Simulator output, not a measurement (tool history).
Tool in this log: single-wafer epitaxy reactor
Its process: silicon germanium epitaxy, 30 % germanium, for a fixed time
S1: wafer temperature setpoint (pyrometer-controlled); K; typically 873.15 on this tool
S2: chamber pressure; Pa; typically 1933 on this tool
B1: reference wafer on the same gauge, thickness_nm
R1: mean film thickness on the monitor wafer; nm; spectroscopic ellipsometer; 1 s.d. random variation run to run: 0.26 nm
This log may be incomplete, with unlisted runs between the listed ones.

run 1 day=0.000 | S1=873.15 S2=1933 | B1=42.675 | R1=44.449
run 2 day=1.262 | S1=873.15 S2=1933 | B1=42.741 | R1=44.296
run 3 day=1.821 | S1=873.15 S2=1933 | B1=42.654 | R1=44.266
run 4 day=3.267 | S1=873.15 S2=1933 | B1=42.729 | R1=44.314
run 5 day=4.342 | S1=884.15 S2=1933 | B1=42.699 | R1=54.889
run 6 day=5.588 | S1=884.15 S2=1933 | B1=42.671 | R1=54.136
run 7 day=7.050 | S1=873.15 S2=1707 | B1=42.798 | R1=40.391
run 8 day=7.788 | S1=873.15 S2=1933 | B1=42.730 | R1=43.861
run 9 day=9.162 | S1=873.15 S2=1933 | B1=42.800 | R1=43.886
run 10 day=11.496 | S1=873.15 S2=1933 | B1=42.703 | R1=43.622
-- day=11.925 showerhead replaced
run 11 day=12.508 | S1=873.15 S2=1933 | B1=42.609 | R1=43.483
run 12 day=13.733 | S1=873.15 S2=1933 | B1=42.728 | R1=43.285
run 13 day=14.512 | S1=873.15 S2=1627 | B1=42.722 | R1=38.110
run 14 day=16.058 | S1=873.15 S2=1933 | B1=42.743 | R1=42.853

For run 15, what comes out?
run 15 day=17.150 | S1=873.15 S2=1667 | B1=? | R1=?

Run 15 produced B1 42.683, R1 38.845 nm.
On a tool with no hidden condition, and with the same random variation, this run would have come out at R1 45.064 nm.

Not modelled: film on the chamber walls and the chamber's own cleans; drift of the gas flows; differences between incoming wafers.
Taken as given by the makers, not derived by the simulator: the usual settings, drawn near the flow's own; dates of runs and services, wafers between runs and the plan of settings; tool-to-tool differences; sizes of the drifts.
